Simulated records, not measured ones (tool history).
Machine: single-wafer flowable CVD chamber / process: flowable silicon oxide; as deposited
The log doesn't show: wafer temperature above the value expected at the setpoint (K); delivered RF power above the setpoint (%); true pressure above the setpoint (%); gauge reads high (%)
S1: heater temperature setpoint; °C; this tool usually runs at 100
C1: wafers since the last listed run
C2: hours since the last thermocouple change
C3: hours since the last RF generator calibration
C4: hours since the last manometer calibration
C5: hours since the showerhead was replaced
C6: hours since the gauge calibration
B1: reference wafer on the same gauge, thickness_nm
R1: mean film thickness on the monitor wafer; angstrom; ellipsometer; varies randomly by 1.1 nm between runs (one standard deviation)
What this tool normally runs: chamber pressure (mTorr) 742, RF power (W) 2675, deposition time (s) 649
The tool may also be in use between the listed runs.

Run 1, hour 0: usual settings; C1 0; C2 1869.6; C3 47.3; C4 776.2; C5 5940.3; C6 234; B1 439.069. Result: R1 4436.69 angstrom.
Run 2, hour 50.4: usual settings; C1 94; C2 1920; C3 97.7; C4 826.6; C5 5990.7; C6 284.4; B1 438.923. Result: R1 4445.14 angstrom.
Run 3, hour 98.9: usual settings; C1 90; C2 1968.5; C3 146.2; C4 875.1; C5 6039.2; C6 332.9; B1 439.153. Result: R1 4430.04 angstrom.
Run 4, hour 150.9: usual settings; C1 97; C2 2020.5; C3 198.2; C4 927.1; C5 6091.2; C6 384.9; B1 439.043. Result: R1 4412.28 angstrom.
Run 5, hour 176.4: usual settings; C1 47; C2 2046; C3 223.7; C4 952.6; C5 6116.7; C6 410.4; B1 438.852. Result: R1 4413.82 angstrom.
Run 6, hour 247.5: usual settings; C1 133; C2 2117.1; C3 294.8; C4 1023.7; C5 6187.8; C6 481.5; B1 439.027. Result: R1 4403.48 angstrom.
Run 7, hour 295.5: usual settings; C1 89; C2 2165.1; C3 342.8; C4 1071.7; C5 6235.8; C6 529.5; B1 439.21. Result: R1 4421.57 angstrom.
Run 8, hour 334.2: usual settings; C1 72; C2 2203.8; C3 381.5; C4 1110.4; C5 6274.5; C6 568.2; B1 439.105. Result: R1 4410.32 angstrom.
Run 9, hour 367.1: usual settings; C1 61; C2 2236.7; C3 414.4; C4 1143.3; C5 6307.4; C6 601.1; B1 439.186. Result: R1 4399.75 angstrom.
At hour 409.7: showerhead replaced.
Run 10, hour 426.2: usual settings; C1 95; C2 2295.8; C3 473.5; C4 1202.4; C5 16.5; C6 660.2; B1 438.88. Result: R1 4398.03 angstrom.
Run 11, hour 479.1: usual settings; C1 99; C2 2348.7; C3 526.4; C4 1255.3; C5 69.4; C6 713.1; B1 439.189. Result: R1 4423.32 angstrom.
Run 12, hour 540.8: usual settings; C1 115; C2 2410.4; C3 588.1; C4 1317; C5 131.1; C6 774.8; B1 439.157. Result: R1 4423.35 angstrom.
At hour 560.5: thermocouple changed; heater temperature recalibrated.
Run 13, hour 583.3: usual settings but chamber pressure (mTorr) 835; C1 64; C2 22.8; C3 630.6; C4 1359.5; C5 173.6; C6 817.3; B1 438.889. Result: R1 4936.33 angstrom.
At hour 591.3: gauge calibrated.
Run 14, hour 609.7: usual settings but chamber pressure (mTorr) 805; C1 49; C2 49.2; C3 657; C4 1385.9; C5 200; C6 18.4; B1 439.156. Result: R1 4758.46 angstrom.
Run 15, hour 671.9: usual settings but chamber pressure (mTorr) 926, deposition time (s) 558; C1 116; C2 111.4; C3 719.2; C4 1448.1; C5 262.2; C6 80.6; B1 438.96. Result: R1 4714.15 angstrom.
Run 16, hour 718.3: usual settings but RF power (W) 2865; C1 86; C2 157.8; C3 765.6; C4 1494.5; C5 308.6; C6 127; B1 439.073. Result: R1 4410.02 angstrom.
At hour 749.4: capacitance manometer re-zeroed and calibrated.
Run 17, hour 783.1: usual settings; C1 106; C2 222.6; C3 830.4; C4 33.7; C5 373.4; C6 191.8; B1 439.05. Result: R1 4347.06 angstrom.
Run 18, hour 848.7: usual settings but S1 92 °C, RF power (W) 2985; C1 122; C2 288.2; C3 896; C4 99.3; C5 439; C6 257.4; B1 438.965. Result: R1 5529.65 angstrom.
At hour 894: RF generator calibrated.
Run 19, hour 905.5: usual settings but S1 113 °C, chamber pressure (mTorr) 896, RF power (W) 2330, deposition time (s) 691; C1 91; C2 345; C3 11.5; C4 156.1; C5 495.8; C6 314.2; B1 439.061. Result: R1 3753.13 angstrom.
Run 20, hour 932.7: usual settings; C1 50; C2 372.2; C3 38.7; C4 183.3; C5 523; C6 341.4; B1 438.741. Result: R1 4345.37 angstrom.
Run 21, hour 996.9: usual settings but chamber pressure (mTorr) 598, RF power (W) 3160; C1 120; C2 436.4; C3 102.9; C4 247.5; C5 587.2; C6 405.6; B1 439.052. Result: R1 3532.34 angstrom.
At hour 1016.2: capacitance manometer re-zeroed and calibrated, repeated, since the last time left the tool worse.
Run 22, hour 1024.7: usual settings; C1 37; C2 464.2; C3 130.7; C4 8.5; C5 615; C6 433.4; B1 439.424. Result: R1 4453.13 angstrom.
Run 23, hour 1077.3: usual settings but deposition time (s) 531; C1 98; C2 516.8; C3 183.3; C4 61.1; C5 667.6; C6 486; B1 438.76. Result: R1 3650.17 angstrom.
Run 24, hour 1140.5: usual settings but S1 91 °C, deposition time (s) 725; C1 118; C2 580; C3 246.5; C4 124.3; C5 730.8; C6 549.2; B1 438.744. Result: R1 6440.62 angstrom.
Run 25, hour 1189.9: usual settings but S1 85 °C; C1 92; C2 629.4; C3 295.9; C4 173.7; C5 780.2; C6 598.6; B1 439.108. Result: R1 6824.75 angstrom.
Run 26, hour 1247.1: usual settings but chamber pressure (mTorr) 833, RF power (W) 2935; C1 107; C2 686.6; C3 353.1; C4 230.9; C5 837.4; C6 655.8; B1 439.133. Result: R1 5039.82 angstrom.
Run 27, hour 1310.3: usual settings but S1 87 °C, chamber pressure (mTorr) 617, RF power (W) 3110; C1 118; C2 749.8; C3 416.3; C4 294.1; C5 900.6; C6 719; B1 438.72. Result: R1 5448.9 angstrom.

Here are 5 independent what-if runs from the current tool condition. What would each one return?
Run A, hour 1310.9: usual settings but chamber pressure (mTorr) 910; C1 1; C2 750.4; C3 416.9; C4 294.7; C5 901.2; C6 719.6; B1 ?. Result: R1 ?.
Run B, hour 1310.9: usual settings but chamber pressure (mTorr) 901; C1 1; C2 750.4; C3 416.9; C4 294.7; C5 901.2; C6 719.6; B1 ?. Result: R1 ?.
Run C, hour 1310.9: usual settings but RF power (W) 2320, deposition time (s) 759; C1 1; C2 750.4; C3 416.9; C4 294.7; C5 901.2; C6 719.6; B1 ?. Result: R1 ?.
Run D, hour 1310.9: usual settings but deposition time (s) 558; C1 1; C2 750.4; C3 416.9; C4 294.7; C5 901.2; C6 719.6; B1 ?. Result: R1 ?.
Run E, hour 1310.9: usual settings but S1 111 °C; C1 1; C2 750.4; C3 416.9; C4 294.7; C5 901.2; C6 719.6; B1 ?. Result: R1 ?.

run       B1       R1
  A  439.071  5463.51
  B  439.071  5408.93
  C  439.071  5121.91
  D  439.071  3828.17
  E  439.071  3224.08
Without the tool's hidden state the same runs would have given:
run       R1
  A  5458.94
  B  5404.41
  C   5117.5
  D  3824.87
  E  3221.31
